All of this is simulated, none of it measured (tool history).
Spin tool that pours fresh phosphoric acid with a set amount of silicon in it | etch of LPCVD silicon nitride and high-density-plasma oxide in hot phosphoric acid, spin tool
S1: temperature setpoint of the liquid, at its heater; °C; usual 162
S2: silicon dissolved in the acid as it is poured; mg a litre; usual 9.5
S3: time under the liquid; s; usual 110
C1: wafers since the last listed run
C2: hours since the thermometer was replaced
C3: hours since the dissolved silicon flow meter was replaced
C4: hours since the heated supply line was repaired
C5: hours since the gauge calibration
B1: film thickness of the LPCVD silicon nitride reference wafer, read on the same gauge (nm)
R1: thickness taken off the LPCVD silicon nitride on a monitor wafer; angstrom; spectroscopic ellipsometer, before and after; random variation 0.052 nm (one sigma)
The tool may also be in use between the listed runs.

run 1 hour=0 | S1=162 S2=9.5 S3=110 | C1=0 C2=2024.2 C3=1774.1 C4=1575.9 C5=141.2 | B1=40.04 | R1=95.9
run 2 hour=10.6 | S1=162 S2=9.5 S3=110 | C1=92 C2=2034.8 C3=1784.7 C4=1586.5 C5=151.8 | B1=40.01 | R1=96.2
run 3 hour=21.7 | S1=162 S2=9.5 S3=110 | C1=96 C2=2045.9 C3=1795.8 C4=1597.6 C5=162.9 | B1=39.96 | R1=96.6
run 4 hour=39 | S1=162 S2=9.5 S3=110 | C1=150 C2=2063.2 C3=1813.1 C4=1614.9 C5=180.2 | B1=39.98 | R1=96.5
run 5 hour=47.1 | S1=162 S2=9.5 S3=110 | C1=70 C2=2071.3 C3=1821.2 C4=1623 C5=188.3 | B1=39.99 | R1=95.9
run 6 hour=63.3 | S1=162 S2=9.5 S3=110 | C1=141 C2=2087.5 C3=1837.4 C4=1639.2 C5=204.5 | B1=40.04 | R1=95.5
run 7 hour=80.9 | S1=162 S2=9.5 S3=135 | C1=153 C2=2105.1 C3=1855 C4=1656.8 C5=222.1 | B1=39.95 | R1=117.1
run 8 hour=92.3 | S1=162 S2=9.5 S3=135 | C1=99 C2=2116.5 C3=1866.4 C4=1668.2 C5=233.5 | B1=40.02 | R1=117.3
run 9 hour=109.9 | S1=162 S2=9.5 S3=135 | C1=153 C2=2134.1 C3=1884 C4=1685.8 C5=251.1 | B1=39.98 | R1=116.9
run 10 hour=122.5 | S1=162 S2=16.5 S3=165 | C1=109 C2=2146.7 C3=1896.6 C4=1698.4 C5=263.7 | B1=39.96 | R1=143.1
run 11 hour=137.5 | S1=162 S2=9.5 S3=110 | C1=130 C2=2161.7 C3=1911.6 C4=1713.4 C5=278.7 | B1=40.02 | R1=95.3
run 12 hour=150.4 | S1=162 S2=6.5 S3=90 | C1=112 C2=2174.6 C3=1924.5 C4=1726.3 C5=291.6 | B1=39.98 | R1=78.2
-- hour=165.9 thermometer replaced
run 13 hour=167.7 | S1=163 S2=9.5 S3=110 | C1=142 C2=1.8 C3=1941.8 C4=1743.6 C5=308.9 | B1=40.01 | R1=97.9
-- hour=178 dissolved silicon flow meter replaced
-- hour=195.5 heated supply line repaired
run 14 hour=196.9 | S1=160.5 S2=16 S3=155 | C1=237 C2=31 C3=18.9 C4=1.4 C5=338.1 | B1=39.98 | R1=149.7
-- hour=203.6 gauge calibrated
run 15 hour=212.7 | S1=162 S2=9.5 S3=110 | C1=137 C2=46.8 C3=34.7 C4=17.2 C5=9.1 | B1=39.99 | R1=111.5
run 16 hour=229.8 | S1=164 S2=7.5 S3=70 | C1=149 C2=63.9 C3=51.8 C4=34.3 C5=26.2 | B1=40.01 | R1=76.2
run 17 hour=241.6 | S1=162 S2=9.5 S3=110 | C1=102 C2=75.7 C3=63.6 C4=46.1 C5=38 | B1=39.98 | R1=111.2
run 18 hour=256.4 | S1=161 S2=7.5 S3=60 | C1=129 C2=90.5 C3=78.4 C4=60.9 C5=52.8 | B1=40 | R1=58.8
run 19 hour=262.5 | S1=164.5 S2=9.5 S3=110 | C1=53 C2=96.6 C3=84.5 C4=67 C5=58.9 | B1=40.01 | R1=121.3
run 20 hour=272.3 | S1=162 S2=2.5 S3=110 | C1=85 C2=106.4 C3=94.3 C4=76.8 C5=68.7 | B1=40.01 | R1=111.9
run 21 hour=287.3 | S1=160.5 S2=9.5 S3=70 | C1=130 C2=121.4 C3=109.3 C4=91.8 C5=83.7 | B1=40.02 | R1=67.1

Forecast each of these 4 alternatives for the next run:
run A hour=287.7 | S1=162 S2=9.5 S3=95 | C1=3 C2=121.8 C3=109.7 C4=92.2 C5=84.1 | B1=? | R1=?
run B hour=287.7 | S1=162 S2=3 S3=55 | C1=3 C2=121.8 C3=109.7 C4=92.2 C5=84.1 | B1=? | R1=?
run C hour=287.7 | S1=162 S2=9.5 S3=155 | C1=3 C2=121.8 C3=109.7 C4=92.2 C5=84.1 | B1=? | R1=?
run D hour=287.7 | S1=162 S2=9.5 S3=130 | C1=3 C2=121.8 C3=109.7 C4=92.2 C5=84.1 | B1=? | R1=?

run=A B1=40 R1=95.7
run=B B1=40 R1=55.4
run=C B1=40 R1=156.1
run=D B1=40 R1=130.9
Without the tool's hidden state the same runs would have given:
run=A R1=96.4
run=B R1=55.8
run=C R1=157.2
run=D R1=131.9
